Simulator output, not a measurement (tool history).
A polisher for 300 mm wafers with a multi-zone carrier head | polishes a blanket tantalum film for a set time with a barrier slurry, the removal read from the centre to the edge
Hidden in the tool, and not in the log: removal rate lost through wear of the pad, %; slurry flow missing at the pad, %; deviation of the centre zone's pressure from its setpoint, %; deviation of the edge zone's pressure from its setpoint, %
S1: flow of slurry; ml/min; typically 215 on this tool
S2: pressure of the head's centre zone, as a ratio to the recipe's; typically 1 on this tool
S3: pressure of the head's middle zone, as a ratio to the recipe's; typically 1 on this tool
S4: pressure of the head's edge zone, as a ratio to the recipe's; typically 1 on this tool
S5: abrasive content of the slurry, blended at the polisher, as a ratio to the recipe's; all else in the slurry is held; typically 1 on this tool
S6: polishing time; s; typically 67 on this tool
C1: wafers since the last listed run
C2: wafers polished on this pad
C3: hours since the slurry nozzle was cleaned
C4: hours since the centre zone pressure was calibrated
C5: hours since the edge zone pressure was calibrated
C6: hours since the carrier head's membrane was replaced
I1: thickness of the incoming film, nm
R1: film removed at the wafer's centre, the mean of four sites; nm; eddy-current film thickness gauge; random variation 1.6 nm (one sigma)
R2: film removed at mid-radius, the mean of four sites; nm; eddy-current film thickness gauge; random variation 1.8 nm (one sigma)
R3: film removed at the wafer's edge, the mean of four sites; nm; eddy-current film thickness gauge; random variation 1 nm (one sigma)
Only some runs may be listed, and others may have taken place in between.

{"run": 1, "hour": 0.0, "S1": 215, "S2": 1, "S3": 1, "S4": 1, "S5": 1, "S6": 67, "C1": 0, "C2": 2788, "C3": 580.7, "C4": 533.2, "C5": 519.1, "C6": 920.4, "I1": 387.1, "R1": 119.6, "R2": 120.7, "R3": 117.2}
{"hour": 213.4, "done": "slurry nozzle cleaned"}
{"hour": 214.0, "done": "centre zone pressure recalibrated"}
{"run": 2, "hour": 214.5, "S1": 215, "S2": 1, "S3": 1, "S4": 0.91, "S5": 1.25, "S6": 67, "C1": 2411, "C2": 5199, "C3": 1.1, "C4": 0.5, "C5": 733.6, "C6": 1134.9, "I1": 377.5, "R1": 130.6, "R2": 133.2, "R3": 122.3}
{"hour": 301.8, "done": "edge zone pressure recalibrated"}
{"run": 3, "hour": 311.6, "S1": 215, "S2": 0.88, "S3": 0.95, "S4": 0.97, "S5": 1, "S6": 67, "C1": 1077, "C2": 6276, "C3": 98.2, "C4": 97.6, "C5": 9.8, "C6": 1232, "I1": 380.1, "R1": 107.6, "R2": 120.3, "R3": 120.2}
{"run": 4, "hour": 406.3, "S1": 215, "S2": 1, "S3": 1, "S4": 1, "S5": 0.85, "S6": 67, "C1": 1072, "C2": 7349, "C3": 192.9, "C4": 192.3, "C5": 104.5, "C6": 1326.7, "I1": 380.1, "R1": 119.8, "R2": 116.4, "R3": 113.1}
{"hour": 468.1, "done": "worn pad replaced by a new one"}
{"hour": 592.2, "done": "carrier head's membrane replaced by a new one"}
{"run": 5, "hour": 653.0, "S1": 145, "S2": 1, "S3": 1, "S4": 1, "S5": 1, "S6": 67, "C1": 2692, "C2": 2038, "C3": 439.6, "C4": 439, "C5": 351.2, "C6": 60.8, "I1": 385.5, "R1": 107.6, "R2": 111.2, "R3": 112.3}
{"run": 6, "hour": 826.0, "S1": 215, "S2": 0.93, "S3": 1, "S4": 1.08, "S5": 1, "S6": 47, "C1": 1959, "C2": 3997, "C3": 612.6, "C4": 612, "C5": 524.2, "C6": 233.8, "I1": 386.5, "R1": 74.4, "R2": 81.1, "R3": 83.2}
{"hour": 879.8, "done": "centre zone pressure recalibrated"}
{"run": 7, "hour": 902.4, "S1": 280, "S2": 1, "S3": 1, "S4": 1, "S5": 1, "S6": 67, "C1": 842, "C2": 4840, "C3": 689, "C4": 22.6, "C5": 600.6, "C6": 310.2, "I1": 382.7, "R1": 118.5, "R2": 122.1, "R3": 119.3}
{"hour": 983.6, "done": "slurry nozzle cleaned"}
{"run": 8, "hour": 1002.1, "S1": 215, "S2": 1, "S3": 0.96, "S4": 1, "S5": 1, "S6": 67, "C1": 1118, "C2": 5958, "C3": 18.5, "C4": 122.3, "C5": 700.3, "C6": 409.9, "I1": 376.3, "R1": 123, "R2": 122.3, "R3": 119.5}
{"run": 9, "hour": 1082.7, "S1": 215, "S2": 1, "S3": 1, "S4": 1, "S5": 1, "S6": 67, "C1": 912, "C2": 6871, "C3": 99.1, "C4": 202.9, "C5": 780.9, "C6": 490.5, "I1": 379.8, "R1": 122.8, "R2": 124.6, "R3": 120.5}
{"hour": 1135.2, "done": "edge zone pressure recalibrated"}
{"run": 10, "hour": 1141.9, "S1": 285, "S2": 1.11, "S3": 1, "S4": 1, "S5": 1, "S6": 67, "C1": 647, "C2": 7519, "C3": 158.3, "C4": 262.1, "C5": 6.7, "C6": 549.7, "I1": 384.3, "R1": 143.6, "R2": 128.1, "R3": 123.6}
{"hour": 1179.8, "done": "worn pad replaced by a new one"}
{"run": 11, "hour": 1215.8, "S1": 215, "S2": 1, "S3": 1, "S4": 0.94, "S5": 1.2, "S6": 67, "C1": 791, "C2": 407, "C3": 232.2, "C4": 336, "C5": 80.6, "C6": 623.6, "I1": 384.6, "R1": 128.6, "R2": 128.7, "R3": 120.5}
{"run": 12, "hour": 1277.7, "S1": 215, "S2": 1, "S3": 1.08, "S4": 1, "S5": 1, "S6": 54, "C1": 701, "C2": 1108, "C3": 294.1, "C4": 397.9, "C5": 142.5, "C6": 685.5, "I1": 377.9, "R1": 96.4, "R2": 104.6, "R3": 95}
{"run": 13, "hour": 1376.1, "S1": 215, "S2": 0.94, "S3": 1, "S4": 1, "S5": 1, "S6": 67, "C1": 1114, "C2": 2223, "C3": 392.5, "C4": 496.3, "C5": 240.9, "C6": 783.9, "I1": 385.3, "R1": 111, "R2": 124.2, "R3": 116.8}
{"run": 14, "hour": 1439.6, "S1": 270, "S2": 1.04, "S3": 1, "S4": 0.93, "S5": 1, "S6": 67, "C1": 719, "C2": 2942, "C3": 456, "C4": 559.8, "C5": 304.4, "C6": 847.4, "I1": 383, "R1": 131.9, "R2": 127.1, "R3": 118.6}
{"run": 15, "hour": 1490.2, "S1": 215, "S2": 1, "S3": 1, "S4": 1, "S5": 1, "S6": 67, "C1": 573, "C2": 3515, "C3": 506.6, "C4": 610.4, "C5": 355, "C6": 898, "I1": 381.1, "R1": 117.2, "R2": 118.8, "R3": 117.3}
{"run": 16, "hour": 1585.1, "S1": 215, "S2": 1, "S3": 1, "S4": 1, "S5": 1, "S6": 67, "C1": 1074, "C2": 4590, "C3": 601.5, "C4": 705.3, "C5": 449.9, "C6": 992.9, "I1": 380.7, "R1": 117.8, "R2": 117.1, "R3": 114.1}
{"hour": 1637.2, "done": "centre zone pressure recalibrated"}
{"hour": 1638.7, "done": "slurry nozzle cleaned"}
{"run": 17, "hour": 1672.1, "S1": 215, "S2": 1, "S3": 1, "S4": 1, "S5": 1, "S6": 67, "C1": 951, "C2": 5542, "C3": 33.4, "C4": 34.9, "C5": 536.9, "C6": 1079.9, "I1": 384, "R1": 123.3, "R2": 123.7, "R3": 119.3}

Expected results for the next run?
{"run": 18, "hour": 1721.7, "S1": 215, "S2": 1, "S3": 1, "S4": 0.9, "S5": 1, "S6": 67, "C1": 561, "C2": 6103, "C3": 83, "C4": 84.5, "C5": 586.5, "C6": 1129.5, "I1": 375.6, "R1": "?", "R2": "?", "R3": "?"}

Run 18 yielded R1 120.5 nm, R2 121.7 nm, R3 116.6 nm.
If the tool had no hidden condition, the same run with the same run-to-run variation would have returned R1 122.1 nm, R2 123.1 nm, R3 117.6 nm.

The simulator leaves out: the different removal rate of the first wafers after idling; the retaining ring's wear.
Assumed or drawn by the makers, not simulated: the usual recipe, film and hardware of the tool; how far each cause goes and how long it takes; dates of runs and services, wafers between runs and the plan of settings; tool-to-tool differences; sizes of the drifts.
